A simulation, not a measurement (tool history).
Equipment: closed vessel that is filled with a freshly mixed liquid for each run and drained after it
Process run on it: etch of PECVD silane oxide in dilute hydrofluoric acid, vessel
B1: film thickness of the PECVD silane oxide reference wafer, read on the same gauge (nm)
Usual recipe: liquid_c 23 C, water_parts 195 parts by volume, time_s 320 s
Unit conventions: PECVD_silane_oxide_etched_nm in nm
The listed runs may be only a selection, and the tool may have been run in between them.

{"run": 1, "hour": 0.0, "liquid_c": 23, "water_parts": 195, "time_s": 320, "B1": 129.98, "PECVD_silane_oxide_etched_nm": 30.86}
{"run": 2, "hour": 27.8, "liquid_c": 23, "water_parts": 195, "time_s": 320, "B1": 129.96, "PECVD_silane_oxide_etched_nm": 31.12}
{"run": 3, "hour": 57.1, "liquid_c": 24.5, "water_parts": 195, "time_s": 320, "B1": 130.02, "PECVD_silane_oxide_etched_nm": 32.95}
{"run": 4, "hour": 91.6, "liquid_c": 24.5, "water_parts": 195, "time_s": 320, "B1": 130, "PECVD_silane_oxide_etched_nm": 33.02}
{"run": 5, "hour": 117.4, "liquid_c": 24.5, "water_parts": 195, "time_s": 320, "B1": 130, "PECVD_silane_oxide_etched_nm": 32.93}
{"run": 6, "hour": 131.2, "liquid_c": 23, "water_parts": 195, "time_s": 320, "B1": 130, "PECVD_silane_oxide_etched_nm": 30.78}
{"run": 7, "hour": 148.3, "liquid_c": 23, "water_parts": 195, "time_s": 320, "B1": 130, "PECVD_silane_oxide_etched_nm": 31.01}
{"run": 8, "hour": 183.9, "liquid_c": 23, "water_parts": 140, "time_s": 320, "B1": 129.99, "PECVD_silane_oxide_etched_nm": 45.51}
{"hour": 196.6, "done": "gauge calibrated"}
{"run": 9, "hour": 212.5, "liquid_c": 23, "water_parts": 140, "time_s": 320, "B1": 130.01, "PECVD_silane_oxide_etched_nm": 45.14}
{"run": 10, "hour": 248.4, "liquid_c": 23, "water_parts": 140, "time_s": 320, "B1": 129.95, "PECVD_silane_oxide_etched_nm": 45.13}
{"run": 11, "hour": 283.8, "liquid_c": 23, "water_parts": 195, "time_s": 425, "B1": 130.02, "PECVD_silane_oxide_etched_nm": 40.79}
{"run": 12, "hour": 308.9, "liquid_c": 22, "water_parts": 165, "time_s": 320, "B1": 130.03, "PECVD_silane_oxide_etched_nm": 35.79}
{"run": 13, "hour": 322.2, "liquid_c": 23, "water_parts": 195, "time_s": 360, "B1": 129.99, "PECVD_silane_oxide_etched_nm": 34.56}
{"run": 14, "hour": 353.4, "liquid_c": 24.5, "water_parts": 230, "time_s": 320, "B1": 129.96, "PECVD_silane_oxide_etched_nm": 26.25}
{"run": 15, "hour": 374.7, "liquid_c": 23, "water_parts": 280, "time_s": 320, "B1": 130, "PECVD_silane_oxide_etched_nm": 19.6}
{"hour": 394.8, "done": "hydrofluoric acid flow meter replaced"}
{"run": 16, "hour": 399.9, "liquid_c": 25, "water_parts": 240, "time_s": 200, "B1": 129.99, "PECVD_silane_oxide_etched_nm": 15.76}
{"hour": 412.9, "done": "thermometer replaced"}
{"run": 17, "hour": 435.1, "liquid_c": 23, "water_parts": 270, "time_s": 320, "B1": 129.99, "PECVD_silane_oxide_etched_nm": 18.89}
{"run": 18, "hour": 470.6, "liquid_c": 24.5, "water_parts": 280, "time_s": 490, "B1": 130.04, "PECVD_silane_oxide_etched_nm": 29.6}
{"run": 19, "hour": 485.7, "liquid_c": 23, "water_parts": 195, "time_s": 320, "B1": 130.01, "PECVD_silane_oxide_etched_nm": 28.39}
{"run": 20, "hour": 519.0, "liquid_c": 23, "water_parts": 195, "time_s": 320, "B1": 129.96, "PECVD_silane_oxide_etched_nm": 28.23}
{"run": 21, "hour": 547.2, "liquid_c": 27.5, "water_parts": 165, "time_s": 405, "B1": 130, "PECVD_silane_oxide_etched_nm": 51.69}
{"hour": 555.7, "done": "thermometer replaced, repeated, since the last time left the tool worse"}
{"run": 22, "hour": 575.3, "liquid_c": 26, "water_parts": 195, "time_s": 260, "B1": 130, "PECVD_silane_oxide_etched_nm": 28.36}
{"run": 23, "hour": 608.6, "liquid_c": 27.5, "water_parts": 150, "time_s": 320, "B1": 130.02, "PECVD_silane_oxide_etched_nm": 50.67}
{"run": 24, "hour": 634.4, "liquid_c": 18.5, "water_parts": 195, "time_s": 320, "B1": 129.98, "PECVD_silane_oxide_etched_nm": 26.01}
{"run": 25, "hour": 664.6, "liquid_c": 23, "water_parts": 140, "time_s": 320, "B1": 130, "PECVD_silane_oxide_etched_nm": 46.47}
{"run": 26, "hour": 691.4, "liquid_c": 23, "water_parts": 195, "time_s": 265, "B1": 130, "PECVD_silane_oxide_etched_nm": 25.69}
{"run": 27, "hour": 723.6, "liquid_c": 19, "water_parts": 155, "time_s": 430, "B1": 129.98, "PECVD_silane_oxide_etched_nm": 46.39}
{"run": 28, "hour": 755.4, "liquid_c": 18.5, "water_parts": 225, "time_s": 165, "B1": 130, "PECVD_silane_oxide_etched_nm": 11.46}
{"run": 29, "hour": 786.0, "liquid_c": 21, "water_parts": 150, "time_s": 320, "B1": 130, "PECVD_silane_oxide_etched_nm": 39.02}
{"run": 30, "hour": 806.1, "liquid_c": 24.5, "water_parts": 125, "time_s": 195, "B1": 129.98, "PECVD_silane_oxide_etched_nm": 33.56}
{"run": 31, "hour": 820.9, "liquid_c": 23, "water_parts": 130, "time_s": 405, "B1": 129.99, "PECVD_silane_oxide_etched_nm": 62.03}
{"run": 32, "hour": 834.0, "liquid_c": 23, "water_parts": 270, "time_s": 215, "B1": 130.01, "PECVD_silane_oxide_etched_nm": 13.67}

Alternative continuations, all from the tool just after run 32; predict every row:
{"run": "A", "hour": 834.7, "liquid_c": 23, "water_parts": 195, "time_s": 320, "B1": "?", "PECVD_silane_oxide_etched_nm": "?"}
{"run": "B", "hour": 834.7, "liquid_c": 19, "water_parts": 195, "time_s": 320, "B1": "?", "PECVD_silane_oxide_etched_nm": "?"}
{"run": "C", "hour": 834.7, "liquid_c": 27, "water_parts": 195, "time_s": 320, "B1": "?", "PECVD_silane_oxide_etched_nm": "?"}
{"run": "D", "hour": 834.7, "liquid_c": 20, "water_parts": 195, "time_s": 320, "B1": "?", "PECVD_silane_oxide_etched_nm": "?"}
{"run": "E", "hour": 834.7, "liquid_c": 20, "water_parts": 195, "time_s": 490, "B1": "?", "PECVD_silane_oxide_etched_nm": "?"}

run=A B1=129.98 PECVD_silane_oxide_etched_nm=30.97
run=B B1=129.98 PECVD_silane_oxide_etched_nm=26.53
run=C B1=129.98 PECVD_silane_oxide_etched_nm=35.93
run=D B1=129.98 PECVD_silane_oxide_etched_nm=27.59
run=E B1=129.98 PECVD_silane_oxide_etched_nm=42.25
The same runs, with their run-to-run variation unchanged, on a tool lacking any hidden condition would have given:
run=A PECVD_silane_oxide_etched_nm=32.15
run=B PECVD_silane_oxide_etched_nm=27.58
run=C PECVD_silane_oxide_etched_nm=37.23
run=D PECVD_silane_oxide_etched_nm=28.68
run=E PECVD_silane_oxide_etched_nm=43.91

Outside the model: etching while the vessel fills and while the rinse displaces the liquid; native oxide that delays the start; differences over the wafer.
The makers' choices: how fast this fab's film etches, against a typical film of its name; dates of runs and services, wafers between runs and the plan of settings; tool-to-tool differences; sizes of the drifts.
